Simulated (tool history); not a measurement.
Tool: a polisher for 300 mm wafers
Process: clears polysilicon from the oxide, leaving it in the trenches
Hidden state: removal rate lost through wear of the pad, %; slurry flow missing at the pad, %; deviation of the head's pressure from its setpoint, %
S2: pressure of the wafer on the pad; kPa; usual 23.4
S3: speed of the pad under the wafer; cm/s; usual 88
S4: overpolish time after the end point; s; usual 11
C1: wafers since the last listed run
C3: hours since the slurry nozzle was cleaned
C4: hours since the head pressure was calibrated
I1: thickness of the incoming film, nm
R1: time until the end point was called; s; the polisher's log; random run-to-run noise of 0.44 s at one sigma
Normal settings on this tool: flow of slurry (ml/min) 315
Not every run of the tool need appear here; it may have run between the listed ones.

{"run": 1, "day": 0.0, "flow of slurry (ml/min)": 315, "S2": 23.4, "S3": 88, "S4": 11, "C1": 0, "wafers polished on this pad": 2533, "C3": 34.6, "C4": 116.1, "I1": 348.0, "R1": 26.3}
{"run": 2, "day": 5.433, "flow of slurry (ml/min)": 315, "S2": 23.4, "S3": 88, "S4": 11, "C1": 1987, "wafers polished on this pad": 4521, "C3": 165.0, "C4": 246.5, "I1": 353.4, "R1": 26.7}
{"run": 3, "day": 8.088, "flow of slurry (ml/min)": 315, "S2": 23.4, "S3": 88, "S4": 11, "C1": 970, "wafers polished on this pad": 5492, "C3": 228.7, "C4": 310.2, "I1": 351.6, "R1": 26.4}
{"run": 4, "day": 9.358, "flow of slurry (ml/min)": 315, "S2": 23.4, "S3": 88, "S4": 11, "C1": 464, "wafers polished on this pad": 5957, "C3": 259.2, "C4": 340.7, "I1": 349.7, "R1": 27.3}
{"day": 11.0, "done": "worn pad replaced by a new one"}
{"run": 5, "day": 12.133, "flow of slurry (ml/min)": 315, "S2": 23.4, "S3": 88, "S4": 11, "C1": 954, "wafers polished on this pad": 414, "C3": 325.8, "C4": 407.3, "I1": 348.5, "R1": 27.1}
{"run": 6, "day": 14.738, "flow of slurry (ml/min)": 315, "S2": 23.4, "S3": 88, "S4": 11, "C1": 952, "wafers polished on this pad": 1367, "C3": 388.3, "C4": 469.8, "I1": 344.8, "R1": 26.9}
{"run": 7, "day": 16.242, "flow of slurry (ml/min)": 315, "S2": 17.9, "S3": 88, "S4": 11, "C1": 550, "wafers polished on this pad": 1917, "C3": 424.4, "C4": 505.9, "I1": 344.4, "R1": 35.3}
{"run": 8, "day": 22.646, "flow of slurry (ml/min)": 315, "S2": 17.9, "S3": 88, "S4": 11, "C1": 2342, "wafers polished on this pad": 4260, "C3": 578.1, "C4": 659.6, "I1": 348.5, "R1": 36.6}
{"run": 9, "day": 23.862, "flow of slurry (ml/min)": 315, "S2": 23.4, "S3": 88, "S4": 11, "C1": 445, "wafers polished on this pad": 4705, "C3": 607.3, "C4": 688.8, "I1": 347.9, "R1": 27.9}
{"run": 10, "day": 25.779, "flow of slurry (ml/min)": 315, "S2": 23.4, "S3": 88, "S4": 11, "C1": 701, "wafers polished on this pad": 5406, "C3": 653.3, "C4": 734.8, "I1": 350.8, "R1": 27.9}
{"run": 11, "day": 28.021, "flow of slurry (ml/min)": 315, "S2": 23.4, "S3": 88, "S4": 11, "C1": 819, "wafers polished on this pad": 6226, "C3": 707.1, "C4": 788.6, "I1": 348.2, "R1": 27.9}
{"day": 29.208, "done": "worn pad replaced by a new one"}
{"day": 30.1, "done": "slurry nozzle cleaned"}
{"run": 12, "day": 30.854, "flow of slurry (ml/min)": 285, "S2": 28.3, "S3": 88, "S4": 15, "C1": 960, "wafers polished on this pad": 586, "C3": 18.1, "C4": 856.6, "I1": 351.7, "R1": 22.0}
{"run": 13, "day": 33.558, "flow of slurry (ml/min)": 265, "S2": 23.4, "S3": 88, "S4": 11, "C1": 989, "wafers polished on this pad": 1575, "C3": 83.0, "C4": 921.5, "I1": 344.3, "R1": 26.1}
{"run": 14, "day": 36.383, "flow of slurry (ml/min)": 315, "S2": 20.7, "S3": 88, "S4": 11, "C1": 1033, "wafers polished on this pad": 2609, "C3": 150.8, "C4": 989.3, "I1": 352.8, "R1": 30.7}
{"run": 15, "day": 38.771, "flow of slurry (ml/min)": 415, "S2": 26.2, "S3": 80, "S4": 9, "C1": 873, "wafers polished on this pad": 3482, "C3": 208.1, "C4": 1046.6, "I1": 355.4, "R1": 25.8}
{"run": 16, "day": 41.729, "flow of slurry (ml/min)": 315, "S2": 20.0, "S3": 88, "S4": 14, "C1": 1082, "wafers polished on this pad": 4564, "C3": 279.1, "C4": 1117.6, "I1": 351.0, "R1": 32.2}
{"run": 17, "day": 44.192, "flow of slurry (ml/min)": 315, "S2": 23.4, "S3": 88, "S4": 11, "C1": 900, "wafers polished on this pad": 5465, "C3": 338.2, "C4": 1176.7, "I1": 352.4, "R1": 28.6}
{"day": 47.171, "done": "head pressure recalibrated"}
{"run": 18, "day": 47.192, "flow of slurry (ml/min)": 315, "S2": 18.6, "S3": 114, "S4": 11, "C1": 1066, "wafers polished on this pad": 6532, "C3": 410.2, "C4": 0.5, "I1": 351.8, "R1": 27.1}
{"run": 19, "day": 48.717, "flow of slurry (ml/min)": 315, "S2": 23.4, "S3": 88, "S4": 11, "C1": 557, "wafers polished on this pad": 7089, "C3": 446.8, "C4": 37.1, "I1": 347.5, "R1": 27.5}
{"day": 49.471, "done": "worn pad replaced by a new one"}
{"run": 20, "day": 51.308, "flow of slurry (ml/min)": 315, "S2": 26.2, "S3": 64, "S4": 6, "C1": 887, "wafers polished on this pad": 672, "C3": 509.0, "C4": 99.3, "I1": 347.5, "R1": 33.3}
{"run": 21, "day": 53.638, "flow of slurry (ml/min)": 230, "S2": 26.9, "S3": 66, "S4": 8, "C1": 851, "wafers polished on this pad": 1524, "C3": 564.9, "C4": 155.2, "I1": 356.4, "R1": 35.0}
{"run": 22, "day": 55.529, "flow of slurry (ml/min)": 315, "S2": 23.4, "S3": 88, "S4": 11, "C1": 691, "wafers polished on this pad": 2216, "C3": 610.3, "C4": 200.6, "I1": 349.3, "R1": 28.3}
{"day": 57.288, "done": "slurry nozzle cleaned"}
{"run": 23, "day": 57.308, "flow of slurry (ml/min)": 315, "S2": 23.4, "S3": 88, "S4": 11, "C1": 635, "wafers polished on this pad": 2852, "C3": 0.5, "C4": 243.3, "I1": 345.8, "R1": 26.0}
{"run": 24, "day": 60.042, "flow of slurry (ml/min)": 315, "S2": 18.6, "S3": 100, "S4": 17, "C1": 999, "wafers polished on this pad": 3852, "C3": 66.1, "C4": 308.9, "I1": 347.3, "R1": 28.3}
{"run": 25, "day": 61.654, "flow of slurry (ml/min)": 315, "S2": 17.2, "S3": 88, "S4": 11, "C1": 589, "wafers polished on this pad": 4442, "C3": 104.8, "C4": 347.6, "I1": 348.7, "R1": 36.2}
{"run": 26, "day": 64.333, "flow of slurry (ml/min)": 355, "S2": 23.4, "S3": 60, "S4": 8, "C1": 980, "wafers polished on this pad": 5422, "C3": 169.1, "C4": 411.9, "I1": 356.7, "R1": 38.9}
{"run": 27, "day": 66.129, "flow of slurry (ml/min)": 220, "S2": 15.9, "S3": 88, "S4": 11, "C1": 656, "wafers polished on this pad": 6078, "C3": 212.2, "C4": 455.0, "I1": 349.5, "R1": 41.9}
{"day": 67.179, "done": "worn pad replaced by a new one"}
{"run": 28, "day": 68.012, "flow of slurry (ml/min)": 315, "S2": 15.9, "S3": 116, "S4": 7, "C1": 627, "wafers polished on this pad": 305, "C3": 257.4, "C4": 500.2, "I1": 349.3, "R1": 30.3}
{"run": 29, "day": 69.646, "flow of slurry (ml/min)": 315, "S2": 23.4, "S3": 88, "S4": 6, "C1": 597, "wafers polished on this pad": 902, "C3": 296.6, "C4": 539.4, "I1": 357.4, "R1": 27.0}
{"run": 30, "day": 71.658, "flow of slurry (ml/min)": 315, "S2": 26.2, "S3": 112, "S4": 11, "C1": 736, "wafers polished on this pad": 1638, "C3": 344.9, "C4": 587.7, "I1": 345.1, "R1": 19.7}
{"run": 31, "day": 73.104, "flow of slurry (ml/min)": 315, "S2": 15.9, "S3": 88, "S4": 16, "C1": 528, "wafers polished on this pad": 2167, "C3": 379.6, "C4": 622.4, "I1": 347.6, "R1": 40.5}
{"run": 32, "day": 75.783, "flow of slurry (ml/min)": 315, "S2": 23.4, "S3": 88, "S4": 11, "C1": 980, "wafers polished on this pad": 3147, "C3": 443.9, "C4": 686.7, "I1": 345.2, "R1": 27.0}
{"run": 33, "day": 78.617, "flow of slurry (ml/min)": 315, "S2": 23.4, "S3": 78, "S4": 7, "C1": 1036, "wafers polished on this pad": 4184, "C3": 511.9, "C4": 754.7, "I1": 345.6, "R1": 30.6}
{"run": 34, "day": 81.179, "flow of slurry (ml/min)": 315, "S2": 23.4, "S3": 88, "S4": 11, "C1": 937, "wafers polished on this pad": 5121, "C3": 573.4, "C4": 816.2, "I1": 347.8, "R1": 27.5}

How would selected steps in R1 from run to run divide? Give the signed amount a tool lacking its hidden state would still show from settings, what came in and random variation, and the signed amount left for the hidden state, including any gauge scatter that is not in both of the compared results.
Run 11 -> 12: flow of slurry (ml/min) 315 -> 285, S2 23.4 -> 28.3, S4 11 -> 15, worn pad replaced by a new one, slurry nozzle cleaned. R1 -5.9 s: hidden state -1.8, all else -4.1.
Run 21 -> 22: flow of slurry (ml/min) 230 -> 315, S2 26.9 -> 23.4, S3 66 -> 88, S4 8 -> 11. R1 -6.7 s: hidden state -1.4, all else -5.3.
Run 22 -> 23: slurry nozzle cleaned. R1 -2.3 s: hidden state -1.9, all else -0.4.
Run 27 -> 28: flow of slurry (ml/min) 220 -> 315, S3 88 -> 116, S4 11 -> 7, worn pad replaced by a new one. R1 -11.6 s: hidden state -1.0, all else -10.6.
Run 30 -> 31: S2 26.2 -> 15.9, S3 112 -> 88, S4 11 -> 16. R1 +20.8 s: hidden state +1.3, all else +19.5.
Run 31 -> 32: S2 15.9 -> 23.4, S4 16 -> 11. R1 -13.5 s: hidden state -0.6, all else -12.9.

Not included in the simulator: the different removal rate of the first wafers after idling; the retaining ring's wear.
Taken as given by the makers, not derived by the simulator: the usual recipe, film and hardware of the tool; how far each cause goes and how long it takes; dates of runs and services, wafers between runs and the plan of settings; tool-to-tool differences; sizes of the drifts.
